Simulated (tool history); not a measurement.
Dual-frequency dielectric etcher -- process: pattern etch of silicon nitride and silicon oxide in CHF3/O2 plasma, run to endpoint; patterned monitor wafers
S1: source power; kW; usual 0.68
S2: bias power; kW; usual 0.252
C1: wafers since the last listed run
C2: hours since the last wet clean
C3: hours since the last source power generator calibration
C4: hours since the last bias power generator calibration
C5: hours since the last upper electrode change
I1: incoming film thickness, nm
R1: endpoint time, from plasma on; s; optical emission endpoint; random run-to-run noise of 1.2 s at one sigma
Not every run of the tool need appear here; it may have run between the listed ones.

run,hour,S1,S2,C1,C2,C3,C4,C5,I1,R1
1,0,0.68,0.252,0,278.3,4735.6,1799.6,2840.2,300.5,175.4
2,12.8,0.8,0.268,56,291.1,4748.4,1812.4,2853,301.9,162.8
3,22.6,0.68,0.252,42,300.9,4758.2,1822.2,2862.8,303.5,176.3
4,36.4,0.68,0.252,60,314.7,4772,1836,2876.6,300.6,175.7
5,43.5,0.72,0.252,31,321.8,4779.1,1843.1,2883.7,301.7,172.3
6,61.3,0.72,0.252,77,339.6,4796.9,1860.9,2901.5,300.2,172.9
7,78.9,0.72,0.252,77,357.2,4814.5,1878.5,2919.1,300,172.8
8,85.5,0.81,0.252,28,363.8,4821.1,1885.1,2925.7,299.3,162.6
9,95.3,0.68,0.29,42,373.6,4830.9,1894.9,2935.5,301.6,170.7
# hour 128.2: wet clean of the chamber
10,128.7,0.68,0.29,41,0.5,4864.3,1928.3,2968.9,300.2,163.6
11,129.1,0.68,0.29,1,0.9,4864.7,1928.7,2969.3,299.7,163.9
12,136.4,0.68,0.252,31,8.2,4872,1936,2976.6,302.1,171.9
13,150,0.68,0.252,59,21.8,4885.6,1949.6,2990.2,301.3,169.3
14,167.5,0.68,0.252,76,39.3,4903.1,1967.1,3007.7,302.2,169.9
15,185.4,0.68,0.271,78,57.2,4921,1985,3025.6,302.1,167.4
16,195.6,0.68,0.271,44,67.4,4931.2,1995.2,3035.8,304.5,170.7
17,206.4,0.75,0.292,47,78.2,4942,2006,3046.6,298.9,157.2
18,218.1,0.68,0.288,51,89.9,4953.7,2017.7,3058.3,301.3,165
19,230.6,0.56,0.291,54,102.4,4966.2,2030.2,3070.8,306.4,182.4
20,242.7,0.84,0.297,52,114.5,4978.3,2042.3,3082.9,302,152.3
21,254.4,0.58,0.223,51,126.2,4990,2054,3094.6,299.7,190.6
# hour 322.9: source power generator calibrated
# hour 327.6: upper electrode replaced
22,328.1,0.83,0.252,284,199.9,5.2,2127.7,0.5,304.1,159.2
23,328.5,0.68,0.252,1,200.3,5.6,2128.1,0.9,301.7,174.9
24,328.9,0.68,0.252,0,200.7,6,2128.5,1.3,300.4,174.1
# hour 332.5: bias power generator calibrated
25,335.9,0.62,0.295,14,207.7,13,3.4,8.3,302.6,175.8
26,350.8,0.68,0.252,65,222.6,27.9,18.3,23.2,301.2,175.3
27,367.6,0.56,0.292,73,239.4,44.7,35.1,40,301.5,183.5
28,374.1,0.85,0.252,28,245.9,51.2,41.6,46.5,300.6,157.4
29,388.5,0.68,0.252,63,260.3,65.6,56,60.9,300.4,176.3
30,401.5,0.55,0.27,56,273.3,78.6,69,73.9,300.2,188.4
31,414,0.6,0.296,54,285.8,91.1,81.5,86.4,302.4,176.6
32,425.8,0.51,0.293,51,297.6,102.9,93.3,98.2,299.9,189.3
33,442.6,0.83,0.252,73,314.4,119.7,110.1,115,301.8,160.8
34,448.9,0.62,0.29,27,320.7,126,116.4,121.3,305.8,180.2
35,463.6,0.74,0.236,64,335.4,140.7,131.1,136,297.3,171.1
36,471.6,0.73,0.204,35,343.4,148.7,139.1,144,299.7,179.5

Consider 3 possible next runs. They are alternatives, not a sequence: every one starts from the tool as it was left by run 36. What does each give?
A,472.1,0.68,0.252,2,343.9,149.2,139.6,144.5,301,?
B,472.1,0.68,0.221,2,343.9,149.2,139.6,144.5,301,?
C,472.1,0.68,0.195,2,343.9,149.2,139.6,144.5,301,?

run,R1
A,177.1
B,183.2
C,188.9
Without the tool's hidden state the same runs would have given:
run,R1
A,170.1
B,175.9
C,181.4

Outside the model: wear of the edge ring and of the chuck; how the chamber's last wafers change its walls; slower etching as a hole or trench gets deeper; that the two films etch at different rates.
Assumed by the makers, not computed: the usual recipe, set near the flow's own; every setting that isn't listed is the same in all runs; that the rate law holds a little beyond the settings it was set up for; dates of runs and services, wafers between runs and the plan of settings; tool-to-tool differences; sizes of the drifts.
